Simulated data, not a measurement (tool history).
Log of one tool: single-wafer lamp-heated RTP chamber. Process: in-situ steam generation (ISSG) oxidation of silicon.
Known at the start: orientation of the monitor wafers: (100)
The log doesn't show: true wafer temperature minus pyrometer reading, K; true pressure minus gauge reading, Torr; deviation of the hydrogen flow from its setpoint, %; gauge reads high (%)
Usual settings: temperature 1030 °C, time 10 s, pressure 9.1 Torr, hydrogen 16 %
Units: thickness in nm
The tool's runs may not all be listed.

run	hour	temperature	time	pressure	hydrogen	wafers since the last listed run	wafers since the last pyrometer calibration	hours since the pressure gauge was zeroed	hours since the hydrogen flow controller was replaced	hours since the gauge calibration	read-back reference wafer on the same gauge, thickness	thickness
1	0	1030	10	9.1	16	0	789	4921.1	3074.1	422.7	3.125	3.873
2	54.8	1030	10	9.1	16	480	1270	4975.9	3128.9	477.5	3.129	3.906
# hour 80.1: pyrometer window cleaned and pyrometer calibrated
3	107.7	1030	10	9.1	16	394	242	5028.8	3181.8	530.4	3.132	3.822
4	159.5	1030	10	9.1	16	454	696	5080.6	3233.6	582.2	3.127	3.889
5	195	1030	10	9.1	16	311	1008	5116.1	3269.1	617.7	3.124	3.877
# hour 232.2: pyrometer window cleaned and pyrometer calibrated
6	248.9	1037	10	9.1	16	402	146	5170	3323	671.6	3.124	3.888
7	290.4	1030	10	9.1	16	364	510	5211.5	3364.5	713.1	3.128	3.898
# hour 342.3: gauge calibrated
# hour 413: pressure gauge zeroed
# hour 432.1: pyrometer window cleaned and pyrometer calibrated
8	432.6	1030	10	8.5	21	1107	4	19.6	3506.7	90.3	3.134	4.051
9	468.8	1045	10	9.1	16	317	322	55.8	3542.9	126.5	3.131	4.096
# hour 484.2: hydrogen flow controller replaced
10	548.7	1030	10	9.1	16	630	953	135.7	64.5	206.4	3.134	3.915
# hour 590.7: pyrometer window cleaned and pyrometer calibrated
11	592.5	1045	10	10.2	22	314	16	179.5	108.3	250.2	3.132	4.271
12	650.5	1030	12	9.1	16	509	525	237.5	166.3	308.2	3.13	4.204
13	698.1	1030	10	9.1	23	417	942	285.1	213.9	355.8	3.129	4.248
14	763.4	1049	10	9.1	25	573	1515	350.4	279.2	421.1	3.127	4.724

The tool's hidden state at each run:
true pressure minus gauge reading, Torr: 0 in every run
deviation of the hydrogen flow from its setpoint, %: 0 in every run
gauge reads high (%): 0 in every run
H1: true wafer temperature minus pyrometer reading, K
run	H1
1	8.82
2	10.1
3	3.84
4	7.45
5	8.61
6	2.99
7	6.75
8	1.17
9	5.67
10	9.59
11	0.833
12	6.83
13	8.81
14	9.87
